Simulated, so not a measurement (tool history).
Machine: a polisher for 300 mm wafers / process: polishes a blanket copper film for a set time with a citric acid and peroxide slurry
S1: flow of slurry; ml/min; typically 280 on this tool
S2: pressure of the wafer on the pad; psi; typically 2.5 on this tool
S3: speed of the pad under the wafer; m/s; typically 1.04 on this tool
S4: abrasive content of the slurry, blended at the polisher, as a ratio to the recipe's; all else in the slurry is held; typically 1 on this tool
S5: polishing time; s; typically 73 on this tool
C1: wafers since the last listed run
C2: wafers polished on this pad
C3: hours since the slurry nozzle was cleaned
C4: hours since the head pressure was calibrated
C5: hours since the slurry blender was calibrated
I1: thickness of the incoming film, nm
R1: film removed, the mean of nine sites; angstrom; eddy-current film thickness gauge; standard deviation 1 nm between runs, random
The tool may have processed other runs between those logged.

run,hour,S1,S2,S3,S4,S5,C1,C2,C3,C4,C5,I1,R1
1,0,280,2.5,1.04,1,59,0,1222,23.6,950.4,128.5,1211,1296
2,13.4,280,2.5,1.04,1,59,127,1350,37,963.8,141.9,1219.6,1309
3,29.3,280,2.5,1.04,1,67,151,1501,52.9,979.7,157.8,1219.7,1457
# hour 59.5: worn pad replaced by a new one
4,60.7,280,2.5,1.04,1,67,261,11,84.3,1011.1,189.2,1195.9,1446
5,89.9,280,2.5,1.04,1,73,278,289,113.5,1040.3,218.4,1221.1,1564
6,116.8,280,2.5,1.04,1,73,256,545,140.4,1067.2,245.3,1218.6,1574
7,150.5,280,2.5,1.04,1,73,321,866,174.1,1100.9,279,1229,1554
8,164.3,280,2.5,1.04,1,73,131,998,187.9,1114.7,292.8,1222.8,1555
9,181.7,280,2.5,1.04,1,73,165,1163,205.3,1132.1,310.2,1229.2,1527
10,203.5,280,2.5,1.04,1,62,207,1371,227.1,1153.9,332,1224.3,1313
# hour 206.1: head pressure recalibrated
11,236.5,280,2.5,1.04,1,62,295,1666,260.1,30.4,365,1212.4,1229
# hour 241.9: slurry blender recalibrated
# hour 246.4: worn pad replaced by a new one
12,270.3,280,2.5,1.04,1,62,264,227,293.9,64.2,28.4,1216.9,1302
13,304.5,280,2.5,1.04,1.1,73,325,553,328.1,98.4,62.6,1222.6,1598
14,374.5,280,2.5,1.04,1,73,666,1220,398.1,168.4,132.6,1233.9,1558
# hour 383.5: slurry nozzle cleaned
15,390.5,280,2.7,1.04,1,54,142,1363,7,184.4,148.6,1244.4,1237
16,403.4,340,2.5,1.04,1,73,122,1485,19.9,197.3,161.5,1218.8,1573
# hour 410.5: worn pad replaced by a new one
17,439,280,2.5,1.04,1,73,301,271,55.5,232.9,197.1,1231.9,1545
18,456.7,280,2.5,1.04,1,73,168,440,73.2,250.6,214.8,1214.1,1544
19,480.4,280,1.9,0.8,1.15,99,225,666,96.9,274.3,238.5,1206.7,1376
20,500.4,280,2.5,1.04,1,73,190,856,116.9,294.3,258.5,1214.6,1538
# hour 556: slurry blender recalibrated
21,564.4,350,3.3,1.04,1.15,90,590,1447,180.9,358.3,8.4,1220.8,2654
# hour 583.2: worn pad replaced by a new one
22,583.7,245,2.5,1.04,1,55,145,4,200.2,377.6,27.7,1220.6,1197
23,595.5,280,2.5,1.04,1,73,112,116,212,389.4,39.5,1220.3,1610
24,616.1,280,3.4,1.04,1,64,196,313,232.6,410,60.1,1225.2,1834
25,631.3,180,2.1,1.04,0.9,63,144,457,247.8,425.2,75.3,1207.4,1146
26,657,280,2.9,1.04,1.25,73,244,702,273.5,450.9,101,1215.2,1938
27,690.6,365,2.5,1.24,0.75,49,320,1022,307.1,484.5,134.6,1220.6,1197
28,726.1,280,2.7,1.04,1,54,338,1361,342.6,520,170.1,1222.1,1263
# hour 744.5: slurry nozzle cleaned
29,757.8,280,2.5,0.82,1,96,292,1653,13.3,551.7,201.8,1226.2,1692

5 ways to go on from here, each from the tool as it stands after run 29. What would each give?
A,758.2,280,2.5,1.3,1,73,3,1657,13.7,552.1,202.2,1218.9,?
B,758.2,280,3.3,1.04,1,96,3,1657,13.7,552.1,202.2,1218.9,?
C,758.2,280,3.1,0.92,0.75,65,3,1657,13.7,552.1,202.2,1218.9,?
D,758.2,280,2.5,0.78,0.75,73,3,1657,13.7,552.1,202.2,1218.9,?
E,758.2,280,2.5,1.04,0.7,95,3,1657,13.7,552.1,202.2,1218.9,?

run,R1
A,1921
B,2647
C,1439
D,1172
E,1912
Without the tool's unlogged condition, the same runs would have read:
run,R1
A,1846
B,2543
C,1381
D,1126
E,1835

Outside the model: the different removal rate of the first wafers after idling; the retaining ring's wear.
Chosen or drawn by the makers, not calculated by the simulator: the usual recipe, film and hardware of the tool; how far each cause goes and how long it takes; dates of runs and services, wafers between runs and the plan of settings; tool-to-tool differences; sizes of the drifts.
